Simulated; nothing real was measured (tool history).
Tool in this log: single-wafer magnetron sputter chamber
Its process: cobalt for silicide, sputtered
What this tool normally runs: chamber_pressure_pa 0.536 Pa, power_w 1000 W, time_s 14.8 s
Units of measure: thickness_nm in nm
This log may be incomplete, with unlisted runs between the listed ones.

run,hour,chamber_pressure_pa,power_w,time_s,wafers since the last listed run,wafers on the sputter target,hours since the last manometer calibration,hours since the magnet pack was replaced,hours since the gauge calibration,"read-back reference wafer on the same gauge, thickness_nm",thickness_nm
1,0,0.536,1200,14.8,0,3534,1032.9,6494.6,336,6.742,8.359
2,84,0.476,1000,13.3,1411,4946,1116.9,6578.6,420,6.732,6.358
3,143.3,0.476,1000,13.3,996,5942,1176.2,6637.9,479.3,6.733,6.329
# hour 184.4: capacitance manometer re-zeroed and calibrated
# hour 209.3: sputter target and shields replaced
4,230.2,0.476,1000,13.3,1191,350,45.8,6724.8,566.2,6.751,6.453
5,408.2,0.688,1000,14.8,2992,3342,223.8,6902.8,744.2,6.751,6.679
6,461.2,0.536,1000,14.8,890,4233,276.8,6955.8,797.2,6.746,6.981
7,535.1,0.536,1000,14.8,1242,5475,350.7,7029.7,871.1,6.742,6.984
# hour 761.7: sputter target and shields replaced
8,787.9,0.536,1000,14.8,4114,440,603.5,7282.5,1123.9,6.746,7.082
# hour 819.5: magnet pack replaced, of another model than before
9,832.5,0.536,1000,14.8,615,1056,648.1,13,1168.5,6.726,7.011
10,899.4,0.536,1000,14.8,1124,2180,715,79.9,1235.4,6.736,7.024
11,957.9,0.536,1000,14.8,983,3164,773.5,138.4,1293.9,6.743,6.99
12,1015.4,0.463,1100,16.8,966,4130,831,195.9,1351.4,6.724,8.867
13,1086.8,0.536,1000,13.4,1200,5330,902.4,267.3,1422.8,6.751,6.31
14,1124.4,0.394,850,15.9,632,5962,940,304.9,1460.4,6.735,6.559
# hour 1174: sputter target and shields replaced
15,1196.6,0.63,750,12.8,1079,379,1012.2,377.1,1532.6,6.746,4.545
16,1258.9,0.364,1100,17.6,1047,1426,1074.5,439.4,1594.9,6.735,9.533
# hour 1293.2: capacitance manometer re-zeroed and calibrated
17,1321.3,0.536,900,14.8,914,2340,28.1,501.8,1657.3,6.755,6.278
# hour 1370.9: gauge calibrated
18,1559.7,0.647,1100,13.4,4007,6348,266.5,740.2,188.8,6.743,6.778
# hour 1647.8: sputter target and shields replaced
19,1648.3,0.536,1000,14.8,1354,8,355.1,828.8,277.4,6.747,7.099
20,1836.6,0.689,1150,13.8,3165,3174,543.4,1017.1,465.7,6.752,7.255

Each row is a separate what-if for the run after 20, all from the same tool condition, not one after another. Results?
A,1837,0.536,850,14.8,6,3180,543.8,1017.5,466.1,?,?
B,1837,0.536,900,13,6,3180,543.8,1017.5,466.1,?,?
C,1837,0.606,1200,12.5,6,3180,543.8,1017.5,466.1,?,?

run,"read-back reference wafer on the same gauge, thickness_nm",thickness_nm
A,6.737,5.948
B,6.737,5.526
C,6.737,6.957
Take away the tool's hidden state, keep each run's random variation, and the runs would have read:
run,thickness_nm
A,6.039
B,5.61
C,7.064

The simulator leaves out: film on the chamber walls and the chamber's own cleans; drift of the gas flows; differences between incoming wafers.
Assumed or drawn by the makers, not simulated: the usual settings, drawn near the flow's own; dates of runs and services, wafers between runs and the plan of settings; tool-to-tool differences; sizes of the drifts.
